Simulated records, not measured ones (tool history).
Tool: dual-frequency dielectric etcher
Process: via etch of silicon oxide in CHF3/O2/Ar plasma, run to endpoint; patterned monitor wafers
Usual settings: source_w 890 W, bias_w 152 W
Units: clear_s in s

run    hour  source_w  bias_w  incoming incoming film thickness, nm  clear_s
  1       0       890     152                                 507.4    250.4
  2    66.6       890     152                                 503.4    253.9
  3     125       890     152                                 500.5    248.8
  4   170.4       890     135                                 504.8    268.7
  5   217.3       890     135                                 501.4    272.3
  6   301.2       890     135                                 500.9    272.1
  7   342.3       890     152                                 500.5    259.1
      388.3  -- wet clean of the chamber
  8   408.2       890     152                                 502.6    248.5
  9     479       890     152                                 502.3    247.5
      696.3  -- upper electrode replaced, of another model than before
 10   698.3      1000     152                                 503.9    246.2
      785.2  -- wet clean of the chamber
 11   785.7       940     152                                 515.4      247
 12   825.8       940     152                                 507.5    244.2
 13   894.1       890     174                                 501.9    220.8
      939.7  -- source power generator calibrated
 14   949.5       890     152                                 506.6    255.6
 15  1002.8      1080     176                                 504.8    209.8
 16  1068.3       790     165                                 504.3    248.6
 17  1151.7       890     152                                 504.7    256.1
     1254.8  -- wet clean of the chamber
 18  1255.3       810     132                                 504.1    297.9
 19  1294.9      1050     115                                 507.8    322.4
     1500.2  -- bias power generator calibrated
 20    1516       890     152                                 507.9    256.7
 21  1590.1      1070     183                                 504.7    208.2
     1651.3  -- wet clean of the chamber
 22  1660.3       760     178                                 499.8    231.1
 23  1745.1       770     140                                 502.6    282.6
 24  1781.3      1040     187                                 502.4    200.1
 25  1882.2       890     122                                 506.4    325.3
 26  1927.3       890     142                                 505.8    269.4

4 ways to go on from here, each from the tool as it stands after run 26. What would each give?
  A  1927.8       890     152                                 506.3        ?
  B  1927.8       890     117                                 506.3        ?
  C  1927.8       720     170                                 506.3        ?
  D  1927.8       680     176                                 506.3        ?

run  clear_s
  A    257.5
  B    344.8
  C    251.8
  D    249.6
Without the tool's hidden state the same runs would have given:
run  clear_s
  A    249.4
  B    333.9
  C    243.9
  D    241.8
